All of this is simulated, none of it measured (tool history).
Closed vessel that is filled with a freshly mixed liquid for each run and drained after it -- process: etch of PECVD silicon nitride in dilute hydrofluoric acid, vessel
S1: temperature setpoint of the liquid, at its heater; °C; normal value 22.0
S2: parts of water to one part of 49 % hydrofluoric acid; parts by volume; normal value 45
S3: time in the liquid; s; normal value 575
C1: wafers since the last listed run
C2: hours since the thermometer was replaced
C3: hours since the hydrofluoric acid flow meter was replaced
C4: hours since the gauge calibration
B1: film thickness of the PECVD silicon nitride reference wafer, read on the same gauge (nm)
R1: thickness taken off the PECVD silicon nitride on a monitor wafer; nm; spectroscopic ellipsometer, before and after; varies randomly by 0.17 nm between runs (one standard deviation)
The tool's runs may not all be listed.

run     day    S1  S2   S3    C1      C2      C3      C4      B1     R1
  1   0.000  22.0  45  575     0  1716.3  1268.6   401.4  110.01  27.15
  2   4.062  22.0  45  575  7258  1813.8  1366.1   498.9  110.00  27.09
  3   6.192  22.0  40  575  3804  1864.9  1417.2   550.0  110.04  30.55
  4   9.046  22.0  40  575  5099  1933.4  1485.7   618.5  109.99  30.17
  5  13.467  23.0  45  575  7899  2039.5  1591.8   724.6  109.98  28.80
  6  16.475  23.0  45  575  5375  2111.7  1664.0   796.8  109.94  28.94
  7  19.088  23.0  45  575  4668  2174.4  1726.7   859.5  109.93  29.02
  8  21.608  22.0  45  660  4504  2234.9  1787.2   920.0  109.99  30.63
  9  25.212  22.0  45  660  6439  2321.4  1873.7  1006.5  110.02  30.75
     29.638  -- gauge calibrated
 10  30.700  22.0  45  660  9805  2453.1  2005.4    25.5  109.96  30.64
 11  32.596  22.0  45  800  3387  2498.6  2050.9    71.0  109.98  37.24
 12  34.288  23.5  45  575  3022  2539.2  2091.5   111.6  110.02  29.54
 13  37.767  26.5  60  575  6216  2622.7  2175.0   195.1  110.03  27.12
 14  41.717  23.0  45  575  7057  2717.5  2269.8   289.9  109.96  28.54
     42.112  -- hydrofluoric acid flow meter replaced
 15  44.958  26.5  25  375  5717  2795.3    68.3   367.7  110.04  43.75
     46.050  -- thermometer replaced
 16  46.567  22.0  45  575  2799    12.4   106.9   406.3  110.03  27.94
 17  48.508  20.5  45  850  3469    59.0   153.5   452.9  110.02  36.93
 18  51.046  22.0  60  575  4533   119.9   214.4   513.8  110.01  21.02
 19  52.625  22.0  30  575  2821   157.8   252.3   551.7  110.00  41.26
 20  56.450  22.0  45  800  6834   249.6   344.1   643.5  109.97  38.90
 21  58.429  20.5  45  850  3536   297.1   391.6   691.0  109.96  37.13

Below, each run's measurement less what the same run would have read without the hidden state. Both values contain the same run-to-run variation, but the gauge's scatter may not be the same in both:
Hidden conditions of the tool in this case: liquid colder than its thermometer reads (K); hydrofluoric acid flow below the setpoint (%); gauge reads high (%).
run     R1
  1  -0.86
  2  -0.92
  3  -1.07
  4  -1.11
  5  -1.14
  6  -1.19
  7  -1.24
  8  -1.35
  9  -1.42
 10  -1.51
 11  -1.88
 12  -1.53
 13  -1.47
 14  -1.60
 15  -0.27
 16  -0.20
 17  -0.30
 18  -0.20
 19  -0.43
 20  -0.48
 21  -0.51
